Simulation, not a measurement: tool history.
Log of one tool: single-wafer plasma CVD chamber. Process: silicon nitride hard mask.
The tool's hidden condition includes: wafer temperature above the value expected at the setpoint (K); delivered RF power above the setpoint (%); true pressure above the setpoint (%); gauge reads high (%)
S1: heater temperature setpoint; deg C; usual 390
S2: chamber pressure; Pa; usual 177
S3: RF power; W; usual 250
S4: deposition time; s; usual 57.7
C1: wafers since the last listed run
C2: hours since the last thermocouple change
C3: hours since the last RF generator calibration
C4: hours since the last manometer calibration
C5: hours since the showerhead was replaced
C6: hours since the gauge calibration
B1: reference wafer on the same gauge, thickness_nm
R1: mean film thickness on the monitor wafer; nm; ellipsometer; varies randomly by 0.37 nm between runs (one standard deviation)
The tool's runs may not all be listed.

run 1 hour=0 | S1=390 S2=177 S3=250 S4=57.7 | C1=0 C2=328.2 C3=1413.7 C4=1302 C5=5830.3 C6=830.4 | B1=49.455 | R1=58.231
run 2 hour=78.1 | S1=390 S2=177 S3=250 S4=57.7 | C1=1362 C2=406.3 C3=1491.8 C4=1380.1 C5=5908.4 C6=908.5 | B1=49.54 | R1=57.826
run 3 hour=145.7 | S1=390 S2=177 S3=280 S4=57.7 | C1=1179 C2=473.9 C3=1559.4 C4=1447.7 C5=5976 C6=976.1 | B1=49.476 | R1=64.071
run 4 hour=222.6 | S1=390 S2=177 S3=280 S4=57.7 | C1=1341 C2=550.8 C3=1636.3 C4=1524.6 C5=6052.9 C6=1053 | B1=49.455 | R1=63.898
run 5 hour=370 | S1=390 S2=177 S3=280 S4=57.7 | C1=2570 C2=698.2 C3=1783.7 C4=1672 C5=6200.3 C6=1200.4 | B1=49.394 | R1=63.987
run 6 hour=415.2 | S1=390 S2=177 S3=250 S4=57.7 | C1=788 C2=743.4 C3=1828.9 C4=1717.2 C5=6245.5 C6=1245.6 | B1=49.384 | R1=56.885
run 7 hour=491 | S1=390 S2=177 S3=250 S4=57.7 | C1=1322 C2=819.2 C3=1904.7 C4=1793 C5=6321.3 C6=1321.4 | B1=49.487 | R1=56.846
-- hour=562.3 showerhead replaced
-- hour=568.9 RF generator calibrated
run 8 hour=569.4 | S1=390 S2=177 S3=250 S4=57.7 | C1=1112 C2=897.6 C3=0.5 C4=1871.4 C5=7.1 C6=1399.8 | B1=49.492 | R1=60.812
run 9 hour=651.6 | S1=390 S2=177 S3=265 S4=57.7 | C1=1433 C2=979.8 C3=82.7 C4=1953.6 C5=89.3 C6=1482 | B1=49.424 | R1=64.121
run 10 hour=736.2 | S1=390 S2=177 S3=265 S4=57.7 | C1=1475 C2=1064.4 C3=167.3 C4=2038.2 C5=173.9 C6=1566.6 | B1=49.569 | R1=63.655
run 11 hour=799.8 | S1=379 S2=204 S3=220 S4=63.5 | C1=1109 C2=1128 C3=230.9 C4=2101.8 C5=237.5 C6=1630.2 | B1=49.563 | R1=60.491
-- hour=862.4 capacitance manometer re-zeroed and calibrated
-- hour=879.7 gauge calibrated
run 12 hour=902.3 | S1=390 S2=177 S3=250 S4=57.7 | C1=1648 C2=1230.5 C3=333.4 C4=39.9 C5=340 C6=22.6 | B1=49.575 | R1=60.024

Run 13, settings as shown, results not yet in. Your forecast:
run 13 hour=979.6 | S1=390 S2=177 S3=250 S4=53.2 | C1=1348 C2=1307.8 C3=410.7 C4=117.2 C5=417.3 C6=99.9 | B1=? | R1=?

{"run 13": {"B1": 49.502, "R1": 55.027}}
Had the tool carried no hidden state, the very same run would have given R1 56.747 nm.

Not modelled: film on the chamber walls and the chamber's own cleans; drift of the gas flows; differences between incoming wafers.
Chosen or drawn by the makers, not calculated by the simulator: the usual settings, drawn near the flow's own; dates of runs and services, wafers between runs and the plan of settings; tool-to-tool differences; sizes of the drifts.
